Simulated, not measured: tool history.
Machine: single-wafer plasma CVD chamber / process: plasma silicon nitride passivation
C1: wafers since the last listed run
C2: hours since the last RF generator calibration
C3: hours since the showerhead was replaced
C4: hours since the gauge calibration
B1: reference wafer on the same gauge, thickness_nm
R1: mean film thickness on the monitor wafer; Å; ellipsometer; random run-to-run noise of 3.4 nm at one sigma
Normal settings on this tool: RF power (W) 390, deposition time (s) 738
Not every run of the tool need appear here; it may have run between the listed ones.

{"run": 1, "hour": 0.0, "RF power (W)": 390, "deposition time (s)": 769, "C1": 0, "C2": 1625.2, "C3": 4028.8, "C4": 474.2, "B1": 920.324, "R1": 11416.11}
{"run": 2, "hour": 20.6, "RF power (W)": 390, "deposition time (s)": 769, "C1": 68, "C2": 1645.8, "C3": 4049.4, "C4": 494.8, "B1": 920.602, "R1": 11387.74}
{"run": 3, "hour": 49.0, "RF power (W)": 390, "deposition time (s)": 769, "C1": 94, "C2": 1674.2, "C3": 4077.8, "C4": 523.2, "B1": 919.629, "R1": 11406.76}
{"run": 4, "hour": 78.6, "RF power (W)": 390, "deposition time (s)": 799, "C1": 98, "C2": 1703.8, "C3": 4107.4, "C4": 552.8, "B1": 919.8, "R1": 11858.79}
{"run": 5, "hour": 106.9, "RF power (W)": 390, "deposition time (s)": 627, "C1": 94, "C2": 1732.1, "C3": 4135.7, "C4": 581.1, "B1": 920.001, "R1": 9340.54}
{"run": 6, "hour": 122.4, "RF power (W)": 390, "deposition time (s)": 627, "C1": 51, "C2": 1747.6, "C3": 4151.2, "C4": 596.6, "B1": 919.477, "R1": 9301.99}
{"run": 7, "hour": 145.4, "RF power (W)": 390, "deposition time (s)": 627, "C1": 76, "C2": 1770.6, "C3": 4174.2, "C4": 619.6, "B1": 919.839, "R1": 9270.0}
{"run": 8, "hour": 178.2, "RF power (W)": 390, "deposition time (s)": 738, "C1": 109, "C2": 1803.4, "C3": 4207.0, "C4": 652.4, "B1": 919.757, "R1": 10870.33}
{"run": 9, "hour": 201.8, "RF power (W)": 390, "deposition time (s)": 738, "C1": 78, "C2": 1827.0, "C3": 4230.6, "C4": 676.0, "B1": 919.602, "R1": 10887.42}
{"run": 10, "hour": 215.9, "RF power (W)": 390, "deposition time (s)": 738, "C1": 46, "C2": 1841.1, "C3": 4244.7, "C4": 690.1, "B1": 920.658, "R1": 10902.68}
{"run": 11, "hour": 236.1, "RF power (W)": 390, "deposition time (s)": 738, "C1": 67, "C2": 1861.3, "C3": 4264.9, "C4": 710.3, "B1": 920.446, "R1": 10922.2}
{"run": 12, "hour": 251.7, "RF power (W)": 365, "deposition time (s)": 738, "C1": 51, "C2": 1876.9, "C3": 4280.5, "C4": 725.9, "B1": 919.973, "R1": 10693.02}
{"run": 13, "hour": 272.6, "RF power (W)": 390, "deposition time (s)": 738, "C1": 69, "C2": 1897.8, "C3": 4301.4, "C4": 746.8, "B1": 918.866, "R1": 10960.93}
{"run": 14, "hour": 339.2, "RF power (W)": 390, "deposition time (s)": 738, "C1": 221, "C2": 1964.4, "C3": 4368.0, "C4": 813.4, "B1": 919.666, "R1": 10864.85}
{"run": 15, "hour": 371.8, "RF power (W)": 390, "deposition time (s)": 738, "C1": 108, "C2": 1997.0, "C3": 4400.6, "C4": 846.0, "B1": 919.681, "R1": 10878.5}
{"run": 16, "hour": 393.5, "RF power (W)": 390, "deposition time (s)": 698, "C1": 72, "C2": 2018.7, "C3": 4422.3, "C4": 867.7, "B1": 919.832, "R1": 10292.96}
{"run": 17, "hour": 419.1, "RF power (W)": 390, "deposition time (s)": 738, "C1": 85, "C2": 2044.3, "C3": 4447.9, "C4": 893.3, "B1": 920.88, "R1": 10889.38}
{"run": 18, "hour": 447.2, "RF power (W)": 390, "deposition time (s)": 738, "C1": 93, "C2": 2072.4, "C3": 4476.0, "C4": 921.4, "B1": 920.302, "R1": 10870.8}
{"run": 19, "hour": 460.1, "RF power (W)": 390, "deposition time (s)": 785, "C1": 42, "C2": 2085.3, "C3": 4488.9, "C4": 934.3, "B1": 919.119, "R1": 11562.41}
{"run": 20, "hour": 479.4, "RF power (W)": 355, "deposition time (s)": 636, "C1": 64, "C2": 2104.6, "C3": 4508.2, "C4": 953.6, "B1": 920.207, "R1": 9034.72}
{"hour": 514.7, "done": "RF generator calibrated"}
{"run": 21, "hour": 515.2, "RF power (W)": 390, "deposition time (s)": 738, "C1": 92, "C2": 0.5, "C3": 4544.0, "C4": 989.4, "B1": 919.463, "R1": 11246.33}
{"run": 22, "hour": 548.9, "RF power (W)": 390, "deposition time (s)": 738, "C1": 112, "C2": 34.2, "C3": 4577.7, "C4": 1023.1, "B1": 920.378, "R1": 11183.68}
{"run": 23, "hour": 564.5, "RF power (W)": 320, "deposition time (s)": 822, "C1": 51, "C2": 49.8, "C3": 4593.3, "C4": 1038.7, "B1": 920.291, "R1": 11742.68}
{"run": 24, "hour": 592.8, "RF power (W)": 390, "deposition time (s)": 738, "C1": 94, "C2": 78.1, "C3": 4621.6, "C4": 1067.0, "B1": 920.527, "R1": 11158.02}
{"run": 25, "hour": 609.3, "RF power (W)": 435, "deposition time (s)": 820, "C1": 54, "C2": 94.6, "C3": 4638.1, "C4": 1083.5, "B1": 920.387, "R1": 12915.26}
{"run": 26, "hour": 658.4, "RF power (W)": 465, "deposition time (s)": 648, "C1": 163, "C2": 143.7, "C3": 4687.2, "C4": 1132.6, "B1": 919.098, "R1": 10429.48}
{"run": 27, "hour": 673.3, "RF power (W)": 360, "deposition time (s)": 816, "C1": 49, "C2": 158.6, "C3": 4702.1, "C4": 1147.5, "B1": 920.586, "R1": 12044.9}
{"hour": 690.1, "done": "gauge calibrated"}
{"run": 28, "hour": 696.2, "RF power (W)": 390, "deposition time (s)": 813, "C1": 76, "C2": 181.5, "C3": 4725.0, "C4": 6.1, "B1": 920.465, "R1": 12369.82}
{"run": 29, "hour": 731.5, "RF power (W)": 390, "deposition time (s)": 738, "C1": 117, "C2": 216.8, "C3": 4760.3, "C4": 41.4, "B1": 920.521, "R1": 11196.38}
{"hour": 747.3, "done": "showerhead replaced"}
{"run": 30, "hour": 760.1, "RF power (W)": 390, "deposition time (s)": 738, "C1": 68, "C2": 245.4, "C3": 12.8, "C4": 70.0, "B1": 919.445, "R1": 11234.65}
{"run": 31, "hour": 774.7, "RF power (W)": 350, "deposition time (s)": 874, "C1": 48, "C2": 260.0, "C3": 27.4, "C4": 84.6, "B1": 921.022, "R1": 12838.63}
{"run": 32, "hour": 788.6, "RF power (W)": 315, "deposition time (s)": 791, "C1": 46, "C2": 273.9, "C3": 41.3, "C4": 98.5, "B1": 920.531, "R1": 11154.48}
{"run": 33, "hour": 816.5, "RF power (W)": 445, "deposition time (s)": 600, "C1": 92, "C2": 301.8, "C3": 69.2, "C4": 126.4, "B1": 919.875, "R1": 9472.34}
{"run": 34, "hour": 852.3, "RF power (W)": 410, "deposition time (s)": 738, "C1": 119, "C2": 337.6, "C3": 105.0, "C4": 162.2, "B1": 919.554, "R1": 11366.9}
{"run": 35, "hour": 870.2, "RF power (W)": 465, "deposition time (s)": 738, "C1": 59, "C2": 355.5, "C3": 122.9, "C4": 180.1, "B1": 919.869, "R1": 11880.71}
{"run": 36, "hour": 894.1, "RF power (W)": 355, "deposition time (s)": 883, "C1": 79, "C2": 379.4, "C3": 146.8, "C4": 204.0, "B1": 919.326, "R1": 12939.36}
{"run": 37, "hour": 968.7, "RF power (W)": 390, "deposition time (s)": 738, "C1": 248, "C2": 454.0, "C3": 221.4, "C4": 278.6, "B1": 920.252, "R1": 11190.47}
{"run": 38, "hour": 999.8, "RF power (W)": 335, "deposition time (s)": 811, "C1": 103, "C2": 485.1, "C3": 252.5, "C4": 309.7, "B1": 919.331, "R1": 11590.69}
{"run": 39, "hour": 1018.3, "RF power (W)": 390, "deposition time (s)": 738, "C1": 61, "C2": 503.6, "C3": 271.0, "C4": 328.2, "B1": 919.83, "R1": 11175.89}

4 ways to go on from here, each from the tool as it stands after run 39. What would each give?
{"run": "A", "hour": 1018.9, "RF power (W)": 390, "deposition time (s)": 738, "C1": 1, "C2": 504.2, "C3": 271.6, "C4": 328.8, "B1": "?", "R1": "?"}
{"run": "B", "hour": 1018.9, "RF power (W)": 430, "deposition time (s)": 778, "C1": 1, "C2": 504.2, "C3": 271.6, "C4": 328.8, "B1": "?", "R1": "?"}
{"run": "C", "hour": 1018.9, "RF power (W)": 390, "deposition time (s)": 696, "C1": 1, "C2": 504.2, "C3": 271.6, "C4": 328.8, "B1": "?", "R1": "?"}
{"run": "D", "hour": 1018.9, "RF power (W)": 320, "deposition time (s)": 631, "C1": 1, "C2": 504.2, "C3": 271.6, "C4": 328.8, "B1": "?", "R1": "?"}

run=A B1=919.711 R1=11135.31
run=B B1=919.711 R1=12128.70
run=C B1=919.711 R1=10501.59
run=D B1=919.711 R1=8899.86
What these runs would have given with no unlogged condition in the tool:
run=A R1=11247.47
run=B R1=12250.87
run=C R1=10607.37
run=D R1=8989.51
